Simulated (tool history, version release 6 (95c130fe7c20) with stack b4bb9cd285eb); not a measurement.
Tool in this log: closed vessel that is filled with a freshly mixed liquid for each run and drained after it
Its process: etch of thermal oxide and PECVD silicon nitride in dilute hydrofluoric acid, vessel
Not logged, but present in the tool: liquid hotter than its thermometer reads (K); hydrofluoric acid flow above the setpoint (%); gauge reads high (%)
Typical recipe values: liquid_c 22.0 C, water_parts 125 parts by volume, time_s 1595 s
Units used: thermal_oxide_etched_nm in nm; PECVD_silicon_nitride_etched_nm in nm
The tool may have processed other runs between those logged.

run,day,liquid_c,water_parts,time_s,wafers since the last listed run,hours since the thermometer was replaced,hours since the hydrofluoric acid flow meter was replaced,hours since the gauge calibration,"read-back film thickness of the thermal oxide reference wafer, read on the same gauge (nm)","read-back film thickness of the PECVD silicon nitride reference wafer, read on the same gauge (nm)",thermal_oxide_etched_nm,PECVD_silicon_nitride_etched_nm
1,0.000,20.0,125,1595,0,1935.7,2332.4,20.0,130.02,69.98,51.76,17.99
2,0.658,20.0,125,1595,908,1951.5,2348.2,35.8,130.00,70.01,51.35,18.02
3,1.725,22.0,125,1595,1471,1977.1,2373.8,61.4,130.02,69.97,56.06,20.56
4,2.908,22.0,125,1595,1632,2005.5,2402.2,89.8,130.00,70.00,55.88,20.86
# day 2.979: hydrofluoric acid flow meter replaced
5,3.696,23.5,70,1090,1029,2024.4,17.2,108.7,130.00,70.02,78.10,27.91
6,4.700,19.0,125,2105,1385,2048.5,41.3,132.8,130.00,69.99,65.61,22.17
7,7.033,20.5,140,1595,3219,2104.5,97.3,188.8,130.01,70.01,45.89,16.56
8,7.992,21.0,125,1595,1322,2127.5,120.3,211.8,129.97,69.97,54.44,19.38
9,9.212,23.5,105,1595,1684,2156.8,149.6,241.1,129.94,70.01,71.63,26.91
10,10.542,22.0,125,1595,1834,2188.7,181.5,273.0,129.98,69.96,55.97,20.51
11,11.354,22.0,125,2535,1121,2208.2,201.0,292.5,130.00,69.96,89.91,32.78
12,12.583,22.0,155,1595,1696,2237.7,230.5,322.0,130.01,69.98,43.61,16.60
13,14.083,22.0,125,1595,2069,2273.7,266.5,358.0,129.99,69.97,56.14,20.73
14,15.242,22.0,125,1595,1598,2301.5,294.3,385.8,129.97,70.00,56.53,20.63
15,16.321,20.0,125,1595,1489,2327.4,320.2,411.7,129.98,69.99,52.01,17.99
16,18.854,19.5,180,2280,3495,2388.2,381.0,472.5,129.99,69.97,47.15,18.01
# day 19.233: thermometer replaced
17,20.296,18.0,165,2460,1931,25.5,415.6,507.1,130.00,70.04,53.40,18.75
18,21.700,22.0,125,1595,1937,59.2,449.3,540.8,130.04,70.01,55.63,20.96
19,22.746,20.5,140,1595,1443,84.3,474.4,565.9,130.00,70.00,46.30,16.90
20,24.100,19.0,70,1045,1868,116.8,506.9,598.4,130.02,69.99,61.83,19.53
21,24.708,22.0,125,1595,839,131.4,521.5,613.0,129.96,70.00,56.01,20.85
22,25.654,22.0,125,1045,1305,154.1,544.2,635.7,129.99,69.98,37.00,13.48
23,26.592,19.5,155,1320,1293,176.6,566.7,658.2,130.02,70.01,32.85,11.79
24,27.412,22.0,125,2170,1132,196.3,586.4,677.9,130.01,70.00,76.34,27.78
25,28.175,25.0,65,1595,1052,214.6,604.7,696.2,130.01,70.04,130.93,48.82
26,29.292,22.0,100,1080,1540,241.4,631.5,723.0,129.98,70.01,48.89,17.62

Forecast each of these 3 alternatives for the next run:
A,29.338,22.0,125,1275,63,242.5,632.6,724.1,?,?,?,?
B,29.338,22.0,95,1595,63,242.5,632.6,724.1,?,?,?,?
C,29.338,26.0,125,1595,63,242.5,632.6,724.1,?,?,?,?

run,"read-back film thickness of the thermal oxide reference wafer, read on the same gauge (nm)","read-back film thickness of the PECVD silicon nitride reference wafer, read on the same gauge (nm)",thermal_oxide_etched_nm,PECVD_silicon_nitride_etched_nm
A,129.98,69.98,44.39,16.45
B,129.98,69.98,75.64,26.95
C,129.98,69.98,64.88,26.72
Without the tool's unlogged condition, the same runs would have read:
run,thermal_oxide_etched_nm,PECVD_silicon_nitride_etched_nm
A,44.39,16.45
B,75.64,26.95
C,64.88,26.72
